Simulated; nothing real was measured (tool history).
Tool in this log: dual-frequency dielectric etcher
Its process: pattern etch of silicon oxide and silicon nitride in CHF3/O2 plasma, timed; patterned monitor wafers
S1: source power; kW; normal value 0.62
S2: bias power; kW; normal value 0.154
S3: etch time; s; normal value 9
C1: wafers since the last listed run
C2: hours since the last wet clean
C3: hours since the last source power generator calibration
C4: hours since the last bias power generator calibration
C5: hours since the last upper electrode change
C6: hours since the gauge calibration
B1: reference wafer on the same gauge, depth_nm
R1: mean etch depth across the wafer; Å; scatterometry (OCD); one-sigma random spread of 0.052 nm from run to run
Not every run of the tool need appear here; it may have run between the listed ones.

| run | hour | S1 | S2 | S3 | C1 | C2 | C3 | C4 | C5 | C6 | B1 | R1 |
|---|---|---|---|---|---|---|---|---|---|---|---|---|
| 1 | 0 | 0.62 | 0.129 | 9 | 0 | 181.6 | 2501.2 | 1404.4 | 4332.7 | 14.4 | 13.1 | 123.3 |
| 2 | 85.5 | 0.62 | 0.154 | 9 | 1070 | 267.1 | 2586.7 | 1489.9 | 4418.2 | 99.9 | 13.11 | 132 |
| 3 | 169.8 | 0.62 | 0.154 | 9 | 1055 | 351.4 | 2671 | 1574.2 | 4502.5 | 184.2 | 13.1 | 132 |
| 4 | 221.7 | 0.62 | 0.154 | 9 | 649 | 403.3 | 2722.9 | 1626.1 | 4554.4 | 236.1 | 13.09 | 132.2 |
| 5 | 281.5 | 0.62 | 0.154 | 9 | 748 | 463.1 | 2782.7 | 1685.9 | 4614.2 | 295.9 | 13.11 | 132.4 |
|  | 363.3 | wet clean of the chamber |
| 6 | 371.6 | 0.62 | 0.154 | 9 | 827 | 8.3 | 2872.8 | 1776 | 4704.3 | 386 | 13.1 | 127.9 |
| 7 | 419.5 | 0.62 | 0.154 | 9 | 599 | 56.2 | 2920.7 | 1823.9 | 4752.2 | 433.9 | 13.09 | 127.6 |
| 8 | 516 | 0.62 | 0.154 | 9 | 1208 | 152.7 | 3017.2 | 1920.4 | 4848.7 | 530.4 | 13.1 | 129 |
| 9 | 556 | 0.62 | 0.154 | 8 | 500 | 192.7 | 3057.2 | 1960.4 | 4888.7 | 570.4 | 13.1 | 115.3 |
|  | 571.8 | bias power generator calibrated |
|  | 587.9 | source power generator calibrated |
| 10 | 604.3 | 0.62 | 0.154 | 9 | 504 | 241 | 16.4 | 32.5 | 4937 | 618.7 | 13.1 | 129.9 |
| 11 | 693.2 | 0.62 | 0.154 | 9 | 1113 | 329.9 | 105.3 | 121.4 | 5025.9 | 707.6 | 13.1 | 130.2 |
| 12 | 751.9 | 0.62 | 0.154 | 11 | 735 | 388.6 | 164 | 180.1 | 5084.6 | 766.3 | 13.11 | 161.9 |
| 13 | 825 | 0.51 | 0.165 | 7 | 915 | 461.7 | 237.1 | 253.2 | 5157.7 | 839.4 | 13.1 | 95.1 |
| 14 | 907.6 | 0.72 | 0.182 | 11.5 | 1034 | 544.3 | 319.7 | 335.8 | 5240.3 | 922 | 13.1 | 192.5 |
|  | 916.5 | gauge calibrated |
|  | 989 | wet clean of the chamber |
| 15 | 1005.7 | 0.71 | 0.142 | 10.5 | 927 | 16.7 | 417.8 | 433.9 | 5338.4 | 89.2 | 13.11 | 156.1 |
|  | 1047.9 | upper electrode replaced |
| 16 | 1211 | 0.67 | 0.117 | 7.5 | 2270 | 222 | 623.1 | 639.2 | 163.1 | 294.5 | 13.09 | 102.5 |
| 17 | 1315.2 | 0.73 | 0.154 | 9 | 1304 | 326.2 | 727.3 | 743.4 | 267.3 | 398.7 | 13.09 | 141.7 |

Here are 4 independent what-if runs from the current tool condition. What would each one return?
| A | 1315.6 | 0.62 | 0.154 | 9 | 5 | 326.6 | 727.7 | 743.8 | 267.7 | 399.1 | ? | ? |
| B | 1315.6 | 0.48 | 0.125 | 10.5 | 5 | 326.6 | 727.7 | 743.8 | 267.7 | 399.1 | ? | ? |
| C | 1315.6 | 0.71 | 0.154 | 7.5 | 5 | 326.6 | 727.7 | 743.8 | 267.7 | 399.1 | ? | ? |
| D | 1315.6 | 0.62 | 0.19 | 9 | 5 | 326.6 | 727.7 | 743.8 | 267.7 | 399.1 | ? | ? |

| run | B1 | R1 |
|---|---|---|
| A | 13.1 | 130.5 |
| B | 13.1 | 124 |
| C | 13.1 | 116.4 |
| D | 13.1 | 140.1 |
Take away the tool's hidden state, keep each run's random variation, and the runs would have read:
| run | R1 |
|---|---|
| A | 126.7 |
| B | 120.4 |
| C | 113 |
| D | 136.1 |

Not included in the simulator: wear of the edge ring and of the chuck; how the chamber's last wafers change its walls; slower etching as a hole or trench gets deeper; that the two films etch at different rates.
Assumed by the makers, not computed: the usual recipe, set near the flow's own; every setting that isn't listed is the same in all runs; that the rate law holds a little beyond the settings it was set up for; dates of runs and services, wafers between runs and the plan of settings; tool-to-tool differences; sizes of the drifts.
